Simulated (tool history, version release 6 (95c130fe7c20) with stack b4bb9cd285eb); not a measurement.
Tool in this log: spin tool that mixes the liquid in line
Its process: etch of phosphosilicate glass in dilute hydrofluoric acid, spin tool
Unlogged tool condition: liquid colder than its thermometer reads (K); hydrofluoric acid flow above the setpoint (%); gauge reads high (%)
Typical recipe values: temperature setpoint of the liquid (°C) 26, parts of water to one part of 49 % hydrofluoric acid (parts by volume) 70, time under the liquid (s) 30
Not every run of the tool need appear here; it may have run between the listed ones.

| run | hour | temperature setpoint of the liquid (°C) | parts of water to one part of 49 % hydrofluoric acid (parts by volume) | time under the liquid (s) | wafers since the last listed run | hours since the thermometer was replaced | hours since the hydrofluoric acid flow meter was replaced | hours since the gauge calibration | read-back film thickness of the phosphosilicate glass reference wafer, read on the same gauge (nm) | thickness taken off the phosphosilicate glass on a monitor wafer (Å) |
|---|---|---|---|---|---|---|---|---|---|---|
| 1 | 0 | 26 | 85 | 30 | 0 | 301.4 | 1872.1 | 326.3 | 39.97 | 796.5 |
| 2 | 49 | 26 | 85 | 30 | 583 | 350.4 | 1921.1 | 375.3 | 39.98 | 799.8 |
| 3 | 79.1 | 26 | 85 | 30 | 358 | 380.5 | 1951.2 | 405.4 | 40 | 791.3 |
| 4 | 146.9 | 26 | 70 | 30 | 807 | 448.3 | 2019 | 473.2 | 40.02 | 986.9 |
| 5 | 192.7 | 26 | 70 | 30 | 545 | 494.1 | 2064.8 | 519 | 40.05 | 991.3 |
| 6 | 224.6 | 26 | 70 | 30 | 379 | 526 | 2096.7 | 550.9 | 40.03 | 981.5 |
| 7 | 258.8 | 26 | 45 | 30 | 407 | 560.2 | 2130.9 | 585.1 | 40.01 | 1591.7 |
| 8 | 283.5 | 26 | 45 | 30 | 294 | 584.9 | 2155.6 | 609.8 | 40.02 | 1609.1 |
| 9 | 323.3 | 26 | 45 | 30 | 473 | 624.7 | 2195.4 | 649.6 | 39.98 | 1596.2 |
| 10 | 360.4 | 26 | 80 | 15 | 441 | 661.8 | 2232.5 | 686.7 | 40.02 | 427.4 |
| 11 | 415.8 | 26 | 70 | 30 | 659 | 717.2 | 2287.9 | 742.1 | 40.02 | 986.8 |
|  | 421.5 | gauge calibrated |
|  | 456.1 | hydrofluoric acid flow meter replaced |
| 12 | 457.9 | 28 | 55 | 15 | 489 | 759.3 | 1.8 | 36.4 | 40 | 661 |
|  | 459.8 | thermometer replaced |
| 13 | 495.4 | 26 | 45 | 45 | 434 | 35.6 | 39.3 | 73.9 | 39.99 | 2311 |
| 14 | 539.5 | 28 | 100 | 25 | 525 | 79.7 | 83.4 | 118 | 40.01 | 575.9 |
| 15 | 594.4 | 26 | 70 | 30 | 653 | 134.6 | 138.3 | 172.9 | 40.01 | 944.8 |
| 16 | 658.9 | 26 | 70 | 30 | 768 | 199.1 | 202.8 | 237.4 | 40.04 | 958.7 |
| 17 | 690.6 | 26 | 70 | 30 | 377 | 230.8 | 234.5 | 269.1 | 40.04 | 953.5 |
| 18 | 718.5 | 26 | 70 | 30 | 332 | 258.7 | 262.4 | 297 | 40.01 | 953.6 |
| 19 | 773.4 | 26 | 70 | 15 | 653 | 313.6 | 317.3 | 351.9 | 39.97 | 476.7 |
| 20 | 801.6 | 26 | 40 | 30 | 335 | 341.8 | 345.5 | 380.1 | 40.03 | 1732.7 |
| 21 | 835.4 | 21.5 | 100 | 15 | 402 | 375.6 | 379.3 | 413.9 | 40 | 267.4 |
| 22 | 902.8 | 26 | 70 | 35 | 802 | 443 | 446.7 | 481.3 | 39.99 | 1104.8 |
| 23 | 959.6 | 28 | 55 | 30 | 676 | 499.8 | 503.5 | 538.1 | 40.02 | 1337.3 |

3 ways to go on from here, each from the tool as it stands after run 23. What would each give?
| A | 960 | 26 | 70 | 20 | 4 | 500.2 | 503.9 | 538.5 | ? | ? |
| B | 960 | 26 | 70 | 25 | 4 | 500.2 | 503.9 | 538.5 | ? | ? |
| C | 960 | 26 | 55 | 30 | 4 | 500.2 | 503.9 | 538.5 | ? | ? |

| run | read-back film thickness of the phosphosilicate glass reference wafer, read on the same gauge (nm) | thickness taken off the phosphosilicate glass on a monitor wafer (Å) |
|---|---|---|
| A | 40 | 636 |
| B | 40 | 795.1 |
| C | 40 | 1239.2 |
What these runs would have given with no unlogged condition in the tool:
| run | thickness taken off the phosphosilicate glass on a monitor wafer (Å) |
|---|---|
| A | 626.7 |
| B | 783.4 |
| C | 1221.2 |
